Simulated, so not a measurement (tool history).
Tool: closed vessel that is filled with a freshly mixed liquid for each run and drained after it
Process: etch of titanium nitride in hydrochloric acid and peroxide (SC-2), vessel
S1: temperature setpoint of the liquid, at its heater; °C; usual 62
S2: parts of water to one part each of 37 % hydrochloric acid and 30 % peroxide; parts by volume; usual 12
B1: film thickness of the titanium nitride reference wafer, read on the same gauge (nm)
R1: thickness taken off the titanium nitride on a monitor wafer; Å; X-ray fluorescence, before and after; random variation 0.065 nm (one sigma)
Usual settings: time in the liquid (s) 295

run 1 hour=0 | S1=62 S2=12 time_in_the_liquid_(s)=210 | B1=40 | R1=129.5
run 2 hour=101.8 | S1=69 S2=12 time_in_the_liquid_(s)=295 | B1=39.99 | R1=277
run 3 hour=151.1 | S1=69 S2=12 time_in_the_liquid_(s)=295 | B1=40 | R1=277.3
run 4 hour=244.8 | S1=69 S2=12 time_in_the_liquid_(s)=295 | B1=40.02 | R1=277.9
run 5 hour=349 | S1=57.5 S2=12 time_in_the_liquid_(s)=295 | B1=40 | R1=137.8
run 6 hour=420.5 | S1=57.5 S2=12 time_in_the_liquid_(s)=295 | B1=40 | R1=138
-- hour=511.2 gauge calibrated
-- hour=551.7 thermometer replaced
run 7 hour=614.3 | S1=62 S2=18 time_in_the_liquid_(s)=295 | B1=39.98 | R1=125.3
run 8 hour=706.1 | S1=69 S2=10 time_in_the_liquid_(s)=295 | B1=40.01 | R1=319
-- hour=735 new drum of peroxide connected
run 9 hour=768.4 | S1=62 S2=12 time_in_the_liquid_(s)=295 | B1=40.03 | R1=179
run 10 hour=853.5 | S1=70 S2=15.5 time_in_the_liquid_(s)=295 | B1=40.01 | R1=232.7
run 11 hour=927.3 | S1=69.5 S2=14.5 time_in_the_liquid_(s)=295 | B1=39.98 | R1=241.6
run 12 hour=995.5 | S1=71 S2=14 time_in_the_liquid_(s)=235 | B1=40.01 | R1=216
run 13 hour=1066.1 | S1=62 S2=7.5 time_in_the_liquid_(s)=175 | B1=40.01 | R1=158.1
run 14 hour=1381.5 | S1=62 S2=9.5 time_in_the_liquid_(s)=340 | B1=40.01 | R1=257.6
-- hour=1478.3 chemicals flow meter replaced
run 15 hour=1478.8 | S1=71.5 S2=12 time_in_the_liquid_(s)=365 | B1=40 | R1=402.7
run 16 hour=1527.5 | S1=62 S2=12 time_in_the_liquid_(s)=295 | B1=39.99 | R1=184.8
run 17 hour=1614.3 | S1=62 S2=8 time_in_the_liquid_(s)=295 | B1=39.97 | R1=257.4
-- hour=1660.5 new drum of peroxide connected
-- hour=1718.3 thermometer replaced
run 18 hour=1719.5 | S1=52.5 S2=9 time_in_the_liquid_(s)=205 | B1=40.01 | R1=86.2
run 19 hour=1789.8 | S1=62 S2=12 time_in_the_liquid_(s)=295 | B1=39.97 | R1=178.6
run 20 hour=1842.4 | S1=62 S2=17 time_in_the_liquid_(s)=295 | B1=40 | R1=131.6
run 21 hour=1941.8 | S1=62 S2=9.5 time_in_the_liquid_(s)=340 | B1=40.04 | R1=250.7
run 22 hour=2092.4 | S1=69 S2=12 time_in_the_liquid_(s)=295 | B1=40.01 | R1=275.3
run 23 hour=2176.5 | S1=62 S2=12 time_in_the_liquid_(s)=295 | B1=40.02 | R1=180.7
run 24 hour=2264.1 | S1=62 S2=10 time_in_the_liquid_(s)=295 | B1=39.99 | R1=211.9
run 25 hour=2342.4 | S1=71 S2=14.5 time_in_the_liquid_(s)=345 | B1=40.03 | R1=309.4
run 26 hour=2393.5 | S1=70.5 S2=12 time_in_the_liquid_(s)=175 | B1=40 | R1=179.6
run 27 hour=2470.7 | S1=67.5 S2=12 time_in_the_liquid_(s)=130 | B1=40.01 | R1=112.3
-- hour=2528.3 new drum of peroxide connected
run 28 hour=2550.8 | S1=57.5 S2=12 time_in_the_liquid_(s)=175 | B1=40.02 | R1=82.1
run 29 hour=2630.9 | S1=56.5 S2=12 time_in_the_liquid_(s)=150 | B1=40 | R1=66.1

4 ways to go on from here, each from the tool as it stands after run 29. What would each give?
run A hour=2631.6 | S1=70.5 S2=12 time_in_the_liquid_(s)=295 | B1=? | R1=?
run B hour=2631.6 | S1=62 S2=10.5 time_in_the_liquid_(s)=395 | B1=? | R1=?
run C hour=2631.6 | S1=53.5 S2=12 time_in_the_liquid_(s)=295 | B1=? | R1=?
run D hour=2631.6 | S1=69 S2=12 time_in_the_liquid_(s)=140 | B1=? | R1=?

run=A B1=40 R1=306.1
run=B B1=40 R1=275.1
run=C B1=40 R1=107.1
run=D B1=40 R1=133
Without the tool's hidden state the same runs would have given:
run=A R1=295.5
run=B R1=265.1
run=C R1=103
run=D R1=128.3
